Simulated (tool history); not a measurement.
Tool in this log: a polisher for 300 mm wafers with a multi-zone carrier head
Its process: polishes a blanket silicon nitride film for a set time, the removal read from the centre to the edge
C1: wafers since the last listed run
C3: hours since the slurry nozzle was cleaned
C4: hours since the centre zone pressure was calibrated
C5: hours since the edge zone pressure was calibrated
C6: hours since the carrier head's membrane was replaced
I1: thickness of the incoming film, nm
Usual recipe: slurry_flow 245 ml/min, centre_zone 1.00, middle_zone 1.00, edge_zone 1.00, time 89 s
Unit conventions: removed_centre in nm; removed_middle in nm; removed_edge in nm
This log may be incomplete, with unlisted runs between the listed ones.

run 1 hour=0.0 | slurry_flow=245 centre_zone=1.00 middle_zone=1.00 edge_zone=1.00 time=89 | C1=0 wafers_polished_on_this_pad=2605 C3=169.9 C4=409.2 C5=126.1 C6=961.5 | I1=794.9 | removed_centre=262.1 removed_middle=265.7 removed_edge=266.2
run 2 hour=69.7 | slurry_flow=245 centre_zone=1.00 middle_zone=1.00 edge_zone=1.00 time=89 | C1=895 wafers_polished_on_this_pad=3500 C3=239.6 C4=478.9 C5=195.8 C6=1031.2 | I1=813.6 | removed_centre=266.1 removed_middle=262.1 removed_edge=261.3
run 3 hour=139.7 | slurry_flow=245 centre_zone=1.00 middle_zone=1.00 edge_zone=1.00 time=89 | C1=898 wafers_polished_on_this_pad=4399 C3=309.6 C4=548.9 C5=265.8 C6=1101.2 | I1=808.9 | removed_centre=262.8 removed_middle=262.6 removed_edge=262.2
-- hour=145.1 worn pad replaced by a new one
run 4 hour=204.2 | slurry_flow=245 centre_zone=1.00 middle_zone=1.00 edge_zone=1.05 time=89 | C1=776 wafers_polished_on_this_pad=759 C3=374.1 C4=613.4 C5=330.3 C6=1165.7 | I1=809.1 | removed_centre=258.9 removed_middle=260.5 removed_edge=270.9
run 5 hour=260.8 | slurry_flow=245 centre_zone=1.00 middle_zone=1.00 edge_zone=1.05 time=89 | C1=726 wafers_polished_on_this_pad=1486 C3=430.7 C4=670.0 C5=386.9 C6=1222.3 | I1=817.5 | removed_centre=262.5 removed_middle=258.3 removed_edge=266.3
run 6 hour=288.9 | slurry_flow=245 centre_zone=1.00 middle_zone=1.00 edge_zone=1.05 time=89 | C1=360 wafers_polished_on_this_pad=1846 C3=458.8 C4=698.1 C5=415.0 C6=1250.4 | I1=791.8 | removed_centre=258.4 removed_middle=258.4 removed_edge=267.3
-- hour=306.8 carrier head's membrane replaced by a new one
-- hour=307.1 centre zone pressure recalibrated
run 7 hour=322.5 | slurry_flow=245 centre_zone=1.08 middle_zone=1.00 edge_zone=1.11 time=59 | C1=363 wafers_polished_on_this_pad=2210 C3=492.4 C4=15.4 C5=448.6 C6=15.7 | I1=813.1 | removed_centre=184.7 removed_middle=172.3 removed_edge=180.6
-- hour=506.8 edge zone pressure recalibrated
run 8 hour=529.3 | slurry_flow=245 centre_zone=1.00 middle_zone=1.00 edge_zone=1.00 time=89 | C1=2629 wafers_polished_on_this_pad=4840 C3=699.2 C4=222.2 C5=22.5 C6=222.5 | I1=802.3 | removed_centre=246.7 removed_middle=251.9 removed_edge=251.0
run 9 hour=560.4 | slurry_flow=245 centre_zone=1.00 middle_zone=1.00 edge_zone=1.00 time=89 | C1=399 wafers_polished_on_this_pad=5239 C3=730.3 C4=253.3 C5=53.6 C6=253.6 | I1=800.2 | removed_centre=247.1 removed_middle=248.5 removed_edge=252.6
-- hour=603.7 worn pad replaced by a new one
run 10 hour=632.3 | slurry_flow=275 centre_zone=1.00 middle_zone=0.89 edge_zone=0.91 time=68 | C1=871 wafers_polished_on_this_pad=367 C3=802.2 C4=325.2 C5=125.5 C6=325.5 | I1=787.3 | removed_centre=189.2 removed_middle=172.8 removed_edge=181.3
run 11 hour=661.0 | slurry_flow=245 centre_zone=1.00 middle_zone=1.00 edge_zone=1.00 time=89 | C1=368 wafers_polished_on_this_pad=735 C3=830.9 C4=353.9 C5=154.2 C6=354.2 | I1=801.7 | removed_centre=239.0 removed_middle=241.1 removed_edge=249.0
run 12 hour=716.7 | slurry_flow=245 centre_zone=1.00 middle_zone=1.00 edge_zone=1.00 time=89 | C1=715 wafers_polished_on_this_pad=1450 C3=886.6 C4=409.6 C5=209.9 C6=409.9 | I1=795.2 | removed_centre=230.1 removed_middle=234.1 removed_edge=242.5
-- hour=725.1 slurry nozzle cleaned
run 13 hour=782.6 | slurry_flow=245 centre_zone=1.00 middle_zone=0.95 edge_zone=1.09 time=71 | C1=833 wafers_polished_on_this_pad=2284 C3=57.5 C4=475.5 C5=275.8 C6=475.8 | I1=808.5 | removed_centre=215.1 removed_middle=202.5 removed_edge=220.8
run 14 hour=830.5 | slurry_flow=245 centre_zone=1.00 middle_zone=1.00 edge_zone=1.00 time=89 | C1=615 wafers_polished_on_this_pad=2899 C3=105.4 C4=523.4 C5=323.7 C6=523.7 | I1=804.8 | removed_centre=268.6 removed_middle=265.6 removed_edge=265.2
run 15 hour=896.5 | slurry_flow=315 centre_zone=1.00 middle_zone=0.90 edge_zone=1.00 time=89 | C1=847 wafers_polished_on_this_pad=3746 C3=171.4 C4=589.4 C5=389.7 C6=589.7 | I1=807.6 | removed_centre=276.8 removed_middle=248.0 removed_edge=274.2
-- hour=900.9 centre zone pressure recalibrated
run 16 hour=945.7 | slurry_flow=245 centre_zone=1.00 middle_zone=1.06 edge_zone=0.94 time=89 | C1=606 wafers_polished_on_this_pad=4352 C3=220.6 C4=44.8 C5=438.9 C6=638.9 | I1=798.4 | removed_centre=268.8 removed_middle=280.7 removed_edge=254.7
-- hour=986.8 worn pad replaced by a new one
run 17 hour=988.8 | slurry_flow=245 centre_zone=1.00 middle_zone=1.00 edge_zone=0.93 time=89 | C1=502 wafers_polished_on_this_pad=25 C3=263.7 C4=87.9 C5=482.0 C6=682.0 | I1=808.0 | removed_centre=263.7 removed_middle=264.3 removed_edge=257.9
run 18 hour=1044.3 | slurry_flow=320 centre_zone=1.00 middle_zone=1.00 edge_zone=0.91 time=79 | C1=712 wafers_polished_on_this_pad=738 C3=319.2 C4=143.4 C5=537.5 C6=737.5 | I1=799.5 | removed_centre=244.2 removed_middle=245.0 removed_edge=229.5
run 19 hour=1100.7 | slurry_flow=245 centre_zone=1.00 middle_zone=0.95 edge_zone=1.00 time=89 | C1=724 wafers_polished_on_this_pad=1462 C3=375.6 C4=199.8 C5=593.9 C6=793.9 | I1=800.8 | removed_centre=265.2 removed_middle=253.3 removed_edge=265.3
run 20 hour=1156.4 | slurry_flow=170 centre_zone=1.00 middle_zone=1.00 edge_zone=1.00 time=89 | C1=715 wafers_polished_on_this_pad=2177 C3=431.3 C4=255.5 C5=649.6 C6=849.6 | I1=793.9 | removed_centre=244.8 removed_middle=245.6 removed_edge=251.4
run 21 hour=1220.0 | slurry_flow=245 centre_zone=1.00 middle_zone=1.09 edge_zone=1.00 time=89 | C1=816 wafers_polished_on_this_pad=2994 C3=494.9 C4=319.1 C5=713.2 C6=913.2 | I1=806.3 | removed_centre=261.1 removed_middle=276.2 removed_edge=262.3
-- hour=1335.7 edge zone pressure recalibrated
-- hour=1371.3 carrier head's membrane replaced by a new one
-- hour=1378.9 worn pad replaced by a new one
run 22 hour=1411.2 | slurry_flow=300 centre_zone=1.00 middle_zone=1.00 edge_zone=0.90 time=89 | C1=2313 wafers_polished_on_this_pad=414 C3=686.1 C4=510.3 C5=75.5 C6=39.9 | I1=796.5 | removed_centre=265.5 removed_middle=263.4 removed_edge=251.3
run 23 hour=1445.1 | slurry_flow=245 centre_zone=0.93 middle_zone=1.09 edge_zone=0.95 time=59 | C1=435 wafers_polished_on_this_pad=850 C3=720.0 C4=544.2 C5=109.4 C6=73.8 | I1=795.7 | removed_centre=157.2 removed_middle=181.2 removed_edge=163.3

Forecast each of these 3 alternatives for the next run:
run A hour=1445.5 | slurry_flow=195 centre_zone=1.00 middle_zone=1.00 edge_zone=1.00 time=89 | C1=5 wafers_polished_on_this_pad=855 C3=720.4 C4=544.6 C5=109.8 C6=74.2 | I1=799.6 | removed_centre=? removed_middle=? removed_edge=?
run B hour=1445.5 | slurry_flow=175 centre_zone=1.09 middle_zone=1.00 edge_zone=1.00 time=89 | C1=5 wafers_polished_on_this_pad=855 C3=720.4 C4=544.6 C5=109.8 C6=74.2 | I1=799.6 | removed_centre=? removed_middle=? removed_edge=?
run C hour=1445.5 | slurry_flow=245 centre_zone=1.00 middle_zone=0.92 edge_zone=1.00 time=89 | C1=5 wafers_polished_on_this_pad=855 C3=720.4 C4=544.6 C5=109.8 C6=74.2 | I1=799.6 | removed_centre=? removed_middle=? removed_edge=?

run=A removed_centre=239.7 removed_middle=239.2 removed_edge=248.5
run=B removed_centre=252.9 removed_middle=232.2 removed_edge=243.6
run=C removed_centre=253.7 removed_middle=234.7 removed_edge=257.9
The same runs, with their run-to-run variation unchanged, on a tool lacking any hidden condition would have given:
run=A removed_centre=261.2 removed_middle=258.0 removed_edge=262.4
run=B removed_centre=278.7 removed_middle=252.9 removed_edge=258.7
run=C removed_centre=271.2 removed_middle=249.0 removed_edge=269.4

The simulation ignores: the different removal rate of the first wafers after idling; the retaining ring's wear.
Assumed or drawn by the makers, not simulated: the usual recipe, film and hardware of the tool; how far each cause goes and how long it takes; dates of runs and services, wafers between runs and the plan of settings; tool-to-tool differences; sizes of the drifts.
